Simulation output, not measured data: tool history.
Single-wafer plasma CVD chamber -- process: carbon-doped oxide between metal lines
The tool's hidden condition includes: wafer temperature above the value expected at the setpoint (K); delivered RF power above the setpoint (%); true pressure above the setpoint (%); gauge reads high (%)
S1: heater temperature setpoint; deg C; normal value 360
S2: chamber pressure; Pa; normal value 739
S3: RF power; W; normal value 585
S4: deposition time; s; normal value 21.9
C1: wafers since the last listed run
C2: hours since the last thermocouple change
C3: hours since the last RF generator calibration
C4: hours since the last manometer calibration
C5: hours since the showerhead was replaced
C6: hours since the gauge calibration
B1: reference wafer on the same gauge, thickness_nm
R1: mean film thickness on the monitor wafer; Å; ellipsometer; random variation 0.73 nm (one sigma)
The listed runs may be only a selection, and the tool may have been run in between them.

run    hour   S1   S2   S3    S4    C1      C2      C3      C4      C5     C6       B1       R1
  1     0.0  360  739  585  21.9     0  2350.9   855.0   988.5  5259.8  650.4  124.848  1217.52
  2    66.6  360  739  585  21.9  2193  2417.5   921.6  1055.1  5326.4  717.0  125.297  1214.27
       76.5  -- gauge calibrated
  3   114.2  360  739  585  25.3  1568  2465.1   969.2  1102.7  5374.0   37.7  125.178  1397.60
  4   144.7  360  739  585  25.3  1004  2495.6   999.7  1133.2  5404.5   68.2  125.154  1399.57
  5   190.3  360  739  585  25.3  1502  2541.2  1045.3  1178.8  5450.1  113.8  124.681  1405.26
  6   248.1  360  739  585  21.9  1904  2599.0  1103.1  1236.6  5507.9  171.6  124.928  1214.03
  7   300.3  360  641  635  21.9  1719  2651.2  1155.3  1288.8  5560.1  223.8  124.818  1246.65
  8   343.6  360  641  635  21.9  1426  2694.5  1198.6  1332.1  5603.4  267.1  124.959  1233.40
      374.4  -- showerhead replaced
  9   374.9  360  641  635  21.9   767  2725.8  1229.9  1363.4     0.5  298.4  124.924  1244.15
 10   437.0  366  739  585  21.9  2045  2787.9  1292.0  1425.5    62.6  360.5  124.586  1193.81
 11   470.0  366  739  585  21.9  1087  2820.9  1325.0  1458.5    95.6  393.5  124.812  1172.93
 12   537.0  360  739  585  21.9  2207  2887.9  1392.0  1525.5   162.6  460.5  125.127  1200.20
      589.6  -- thermocouple changed; heater temperature recalibrated
 13   603.2  360  739  585  21.9  1917    13.6  1458.2  1591.7   228.8  526.7  124.970  1190.33
 14   628.5  360  841  585  21.9   833    38.9  1483.5  1617.0   254.1  552.0  125.108  1207.17
 15   682.8  347  739  500  21.9  1788    93.2  1537.8  1671.3   308.4  606.3  125.113  1108.71
 16   710.5  360  739  585  21.9   912   120.9  1565.5  1699.0   336.1  634.0  125.053  1177.93
 17   774.0  351  739  585  21.9  2091   184.4  1629.0  1762.5   399.6  697.5  125.080  1215.66
 18   834.8  351  815  585  18.0  2002   245.2  1689.8  1823.3   460.4  758.3  124.943  1014.19
      875.4  -- capacitance manometer re-zeroed and calibrated
 19   875.9  360  739  585  25.3  1090   286.3  1730.9     0.5   501.5  799.4  125.033  1363.87
      895.8  -- gauge calibrated
      922.1  -- RF generator calibrated
 20   945.1  347  739  585  25.7  2016   355.5    23.0    69.7   570.7   49.3  124.910  1520.95
 21  1000.7  360  739  670  21.9  1831   411.1    78.6   125.3   626.3  104.9  125.214  1352.62
 22  1052.4  360  739  585  21.9  1703   462.8   130.3   177.0   678.0  156.6  124.980  1237.78
 23  1101.8  360  739  585  21.9  1627   512.2   179.7   226.4   727.4  206.0  124.882  1239.86
 24  1142.4  360  739  585  26.1  1337   552.8   220.3   267.0   768.0  246.6  124.863  1486.93
 25  1177.7  354  800  685  24.9  1162   588.1   255.6   302.3   803.3  281.9  124.785  1600.57
 26  1239.9  374  739  545  18.4  2049   650.3   317.8   364.5   865.5  344.1  124.730   965.62

Across each entry between runs, compare the hidden state at the last listed run before it with the hidden state at the first listed run after it:
In the gap between runs 2 and 3: gauge calibrated (hour 76.5)
  delivered RF power above the setpoint (%): -4.92 -> -5.12
  measured minus no-state result, R1: -39.91 -> -47.88 Å
In the gap between runs 8 and 9: showerhead replaced (hour 374.4)
  delivered RF power above the setpoint (%): -6.08 -> -6.22
  measured minus no-state result, R1: -50.64 -> -52.24 Å
In the gap between runs 12 and 13: thermocouple changed; heater temperature recalibrated (hour 589.6)
  delivered RF power above the setpoint (%): -6.9 -> -7.17
  measured minus no-state result, R1: -56.54 -> -58.53 Å
In the gap between runs 18 and 19: capacitance manometer re-zeroed and calibrated (hour 875.4)
  delivered RF power above the setpoint (%): -8.15 -> -8.32
  measured minus no-state result, R1: -57.29 -> -78.84 Å
In the gap between runs 19 and 20: gauge calibrated (hour 895.8); RF generator calibrated (hour 922.1)
  delivered RF power above the setpoint (%): -8.32 -> -0.302
  measured minus no-state result, R1: -78.84 -> -2.95 Å
